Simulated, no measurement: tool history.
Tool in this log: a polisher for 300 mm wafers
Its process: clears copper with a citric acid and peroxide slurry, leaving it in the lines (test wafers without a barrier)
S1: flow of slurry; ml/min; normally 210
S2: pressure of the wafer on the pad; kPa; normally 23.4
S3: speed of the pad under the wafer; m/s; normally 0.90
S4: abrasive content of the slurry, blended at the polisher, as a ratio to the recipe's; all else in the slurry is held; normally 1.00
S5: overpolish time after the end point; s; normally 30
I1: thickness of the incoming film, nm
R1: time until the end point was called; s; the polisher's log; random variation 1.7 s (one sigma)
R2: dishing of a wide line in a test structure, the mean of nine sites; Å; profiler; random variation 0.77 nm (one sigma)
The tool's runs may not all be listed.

Run 1, day 0.000: usual settings; I1 276.6. Result: R1 152.0 s, R2 396 Å.
At day 1.892: head pressure recalibrated.
Run 2, day 2.462: usual settings; I1 272.5. Result: R1 152.5 s, R2 411 Å.
At day 3.288: worn pad replaced by a new one.
Run 3, day 4.979: usual settings; I1 272.4. Result: R1 151.7 s, R2 395 Å.
At day 5.954: slurry blender recalibrated.
Run 4, day 6.525: usual settings; I1 277.5. Result: R1 155.0 s, R2 409 Å.
At day 6.954: slurry nozzle cleaned.
Run 5, day 8.033: usual settings but S3 0.98 m/s, S4 0.90; I1 271.0. Result: R1 136.4 s, R2 442 Å.
Run 6, day 9.675: usual settings but S3 0.98 m/s, S4 0.90; I1 275.3. Result: R1 138.0 s, R2 458 Å.
Run 7, day 11.712: usual settings but S1 185 ml/min, S4 1.15; I1 278.0. Result: R1 144.9 s, R2 438 Å.
Run 8, day 13.304: usual settings; I1 279.5. Result: R1 152.7 s, R2 419 Å.
At day 13.717: worn pad replaced by a new one.
Run 9, day 15.738: usual settings; I1 274.2. Result: R1 150.5 s, R2 427 Å.
Run 10, day 16.879: usual settings; I1 274.3. Result: R1 153.9 s, R2 410 Å.
Run 11, day 18.675: usual settings; I1 275.2. Result: R1 149.9 s, R2 406 Å.
Run 12, day 19.879: usual settings; I1 276.0. Result: R1 149.0 s, R2 412 Å.
At day 20.746: slurry blender recalibrated.
Run 13, day 21.383: usual settings; I1 270.3. Result: R1 151.7 s, R2 410 Å.
At day 23.600: worn pad replaced by a new one.
At day 26.283: head pressure recalibrated.
Run 14, day 28.821: usual settings but S2 26.9 kPa, S3 0.60 m/s; I1 281.5. Result: R1 190.8 s, R2 357 Å.
Run 15, day 31.183: usual settings but S1 245 ml/min, S4 0.80, S5 46 s; I1 278.8. Result: R1 157.7 s, R2 542 Å.
Run 16, day 32.725: usual settings; I1 279.1. Result: R1 155.2 s, R2 399 Å.
At day 33.454: worn pad replaced by a new one.
Run 17, day 34.571: usual settings but S1 230 ml/min; I1 273.0. Result: R1 150.4 s, R2 411 Å.
At day 34.679: slurry blender recalibrated.
Run 18, day 35.771: usual settings but S2 29.6 kPa; I1 274.0. Result: R1 122.0 s, R2 477 Å.
At day 36.800: slurry nozzle cleaned.
Run 19, day 37.775: usual settings; I1 274.4. Result: R1 146.9 s, R2 439 Å.
Run 20, day 40.229: usual settings but S1 250 ml/min, S2 19.3 kPa, S4 0.75; I1 278.5. Result: R1 182.9 s, R2 368 Å.

What does the tool deliver on the next run?
Run 21, day 42.379: usual settings; I1 279.1. Result: R1 ?, R2 ?.

{"run 21": {"R1": 151.3, "R2": 416}}
The same run, on a tool lacking any hidden state, would have yielded R1 146.4 s, R2 427 Å.

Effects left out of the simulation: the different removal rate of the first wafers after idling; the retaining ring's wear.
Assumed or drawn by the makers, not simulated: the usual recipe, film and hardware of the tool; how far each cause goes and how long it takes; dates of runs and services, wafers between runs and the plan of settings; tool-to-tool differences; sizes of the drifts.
